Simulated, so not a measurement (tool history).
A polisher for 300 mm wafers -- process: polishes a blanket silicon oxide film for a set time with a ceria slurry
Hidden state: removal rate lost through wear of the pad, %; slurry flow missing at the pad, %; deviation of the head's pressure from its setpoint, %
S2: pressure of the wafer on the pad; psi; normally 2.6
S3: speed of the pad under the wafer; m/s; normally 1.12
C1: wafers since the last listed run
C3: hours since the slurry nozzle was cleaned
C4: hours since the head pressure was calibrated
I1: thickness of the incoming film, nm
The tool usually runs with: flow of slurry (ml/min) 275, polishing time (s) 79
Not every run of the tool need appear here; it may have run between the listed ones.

run 1 hour=0 | flow_of_slurry_(ml/min)=275 S2=2.6 S3=1.12 polishing_time_(s)=59 | C1=0 wafers_polished_on_this_pad=3616 C3=166.3 C4=34.9 | I1=1182.7 | film_removed_(angstrom)=2311
run 2 hour=36.2 | flow_of_slurry_(ml/min)=240 S2=2.6 S3=1.42 polishing_time_(s)=79 | C1=523 wafers_polished_on_this_pad=4139 C3=202.5 C4=71.1 | I1=1189.3 | film_removed_(angstrom)=3819
-- hour=43 worn pad replaced by a new one
run 3 hour=79.4 | flow_of_slurry_(ml/min)=275 S2=2.6 S3=1.12 polishing_time_(s)=79 | C1=566 wafers_polished_on_this_pad=526 C3=245.7 C4=114.3 | I1=1171.1 | film_removed_(angstrom)=3029
run 4 hour=129.1 | flow_of_slurry_(ml/min)=275 S2=2.6 S3=1.12 polishing_time_(s)=79 | C1=718 wafers_polished_on_this_pad=1244 C3=295.4 C4=164 | I1=1165 | film_removed_(angstrom)=2948
run 5 hour=161.7 | flow_of_slurry_(ml/min)=275 S2=3 S3=1.12 polishing_time_(s)=79 | C1=471 wafers_polished_on_this_pad=1716 C3=328 C4=196.6 | I1=1179.3 | film_removed_(angstrom)=3464
run 6 hour=197.6 | flow_of_slurry_(ml/min)=275 S2=2.6 S3=1.42 polishing_time_(s)=79 | C1=519 wafers_polished_on_this_pad=2235 C3=363.9 C4=232.5 | I1=1189.5 | film_removed_(angstrom)=3784
-- hour=205 slurry nozzle cleaned
run 7 hour=266.2 | flow_of_slurry_(ml/min)=275 S2=2.6 S3=1.12 polishing_time_(s)=79 | C1=977 wafers_polished_on_this_pad=3212 C3=61.2 C4=301.1 | I1=1205.2 | film_removed_(angstrom)=3059
run 8 hour=298.9 | flow_of_slurry_(ml/min)=275 S2=2.6 S3=1.12 polishing_time_(s)=79 | C1=472 wafers_polished_on_this_pad=3685 C3=93.9 C4=333.8 | I1=1209.9 | film_removed_(angstrom)=3099
-- hour=320.8 worn pad replaced by a new one
run 9 hour=346.3 | flow_of_slurry_(ml/min)=275 S2=2.6 S3=1.3 polishing_time_(s)=79 | C1=627 wafers_polished_on_this_pad=369 C3=141.3 C4=381.2 | I1=1171 | film_removed_(angstrom)=3505
run 10 hour=416.1 | flow_of_slurry_(ml/min)=275 S2=2.6 S3=1.12 polishing_time_(s)=79 | C1=1009 wafers_polished_on_this_pad=1378 C3=211.1 C4=451 | I1=1178.9 | film_removed_(angstrom)=2982
run 11 hour=476.9 | flow_of_slurry_(ml/min)=275 S2=2.6 S3=1.12 polishing_time_(s)=79 | C1=879 wafers_polished_on_this_pad=2257 C3=271.9 C4=511.8 | I1=1198.8 | film_removed_(angstrom)=3056
run 12 hour=515.8 | flow_of_slurry_(ml/min)=275 S2=2.6 S3=1.12 polishing_time_(s)=79 | C1=562 wafers_polished_on_this_pad=2820 C3=310.8 C4=550.7 | I1=1187.1 | film_removed_(angstrom)=2989
-- hour=538.8 slurry nozzle cleaned
run 13 hour=557.1 | flow_of_slurry_(ml/min)=245 S2=2.6 S3=1.12 polishing_time_(s)=79 | C1=582 wafers_polished_on_this_pad=3402 C3=18.3 C4=592 | I1=1166.5 | film_removed_(angstrom)=3023
-- hour=614.2 worn pad replaced by a new one
run 14 hour=625.2 | flow_of_slurry_(ml/min)=275 S2=2.6 S3=1.12 polishing_time_(s)=92 | C1=926 wafers_polished_on_this_pad=158 C3=86.4 C4=660.1 | I1=1186.8 | film_removed_(angstrom)=3533
run 15 hour=694.7 | flow_of_slurry_(ml/min)=275 S2=2.6 S3=0.92 polishing_time_(s)=79 | C1=1004 wafers_polished_on_this_pad=1163 C3=155.9 C4=729.6 | I1=1194.7 | film_removed_(angstrom)=2513
run 16 hour=722.8 | flow_of_slurry_(ml/min)=275 S2=3.1 S3=1.12 polishing_time_(s)=96 | C1=406 wafers_polished_on_this_pad=1570 C3=184 C4=757.7 | I1=1202.5 | film_removed_(angstrom)=4377
run 17 hour=849.8 | flow_of_slurry_(ml/min)=275 S2=3.2 S3=0.94 polishing_time_(s)=91 | C1=1836 wafers_polished_on_this_pad=3406 C3=311 C4=884.7 | I1=1182.8 | film_removed_(angstrom)=3534
-- hour=881.2 worn pad replaced by a new one
-- hour=883.5 head pressure recalibrated
run 18 hour=906.5 | flow_of_slurry_(ml/min)=225 S2=2.6 S3=1.12 polishing_time_(s)=79 | C1=733 wafers_polished_on_this_pad=337 C3=367.7 C4=23 | I1=1202.6 | film_removed_(angstrom)=2941
-- hour=955.8 slurry nozzle cleaned
run 19 hour=970.4 | flow_of_slurry_(ml/min)=275 S2=2.6 S3=1.12 polishing_time_(s)=79 | C1=909 wafers_polished_on_this_pad=1246 C3=14.6 C4=86.9 | I1=1184.6 | film_removed_(angstrom)=2997
run 20 hour=1041.3 | flow_of_slurry_(ml/min)=275 S2=2.6 S3=1.32 polishing_time_(s)=79 | C1=1025 wafers_polished_on_this_pad=2272 C3=85.5 C4=157.8 | I1=1167.6 | film_removed_(angstrom)=3630
run 21 hour=1095.1 | flow_of_slurry_(ml/min)=275 S2=2.6 S3=1.12 polishing_time_(s)=79 | C1=777 wafers_polished_on_this_pad=3049 C3=139.3 C4=211.6 | I1=1201.2 | film_removed_(angstrom)=3072
-- hour=1158.2 worn pad replaced by a new one
run 22 hour=1158.7 | flow_of_slurry_(ml/min)=345 S2=2.1 S3=0.78 polishing_time_(s)=106 | C1=861 wafers_polished_on_this_pad=6 C3=202.9 C4=275.2 | I1=1198.6 | film_removed_(angstrom)=2354
run 23 hour=1215.7 | flow_of_slurry_(ml/min)=225 S2=1.9 S3=1.3 polishing_time_(s)=70 | C1=824 wafers_polished_on_this_pad=831 C3=259.9 C4=332.2 | I1=1191.7 | film_removed_(angstrom)=2213
run 24 hour=1281.4 | flow_of_slurry_(ml/min)=360 S2=3.3 S3=1.12 polishing_time_(s)=79 | C1=949 wafers_polished_on_this_pad=1781 C3=325.6 C4=397.9 | I1=1194.6 | film_removed_(angstrom)=3858
run 25 hour=1321.2 | flow_of_slurry_(ml/min)=320 S2=2.6 S3=0.96 polishing_time_(s)=79 | C1=575 wafers_polished_on_this_pad=2356 C3=365.4 C4=437.7 | I1=1179.2 | film_removed_(angstrom)=2560

3 ways to go on from here, each from the tool as it stands after run 25. What would each give?
run A hour=1321.6 | flow_of_slurry_(ml/min)=275 S2=2.6 S3=1.34 polishing_time_(s)=79 | C1=5 wafers_polished_on_this_pad=2362 C3=365.8 C4=438.1 | I1=1178.3 | film_removed_(angstrom)=?
run B hour=1321.6 | flow_of_slurry_(ml/min)=275 S2=2.6 S3=1.3 polishing_time_(s)=66 | C1=5 wafers_polished_on_this_pad=2362 C3=365.8 C4=438.1 | I1=1178.3 | film_removed_(angstrom)=?
run C hour=1321.6 | flow_of_slurry_(ml/min)=310 S2=2 S3=1.12 polishing_time_(s)=79 | C1=5 wafers_polished_on_this_pad=2362 C3=365.8 C4=438.1 | I1=1178.3 | film_removed_(angstrom)=?

run=A film_removed_(angstrom)=3563
run=B film_removed_(angstrom)=2888
run=C film_removed_(angstrom)=2319
Take away the tool's hidden state, keep each run's random variation, and the runs would have read:
run=A film_removed_(angstrom)=3721
run=B film_removed_(angstrom)=3016
run=C film_removed_(angstrom)=2413

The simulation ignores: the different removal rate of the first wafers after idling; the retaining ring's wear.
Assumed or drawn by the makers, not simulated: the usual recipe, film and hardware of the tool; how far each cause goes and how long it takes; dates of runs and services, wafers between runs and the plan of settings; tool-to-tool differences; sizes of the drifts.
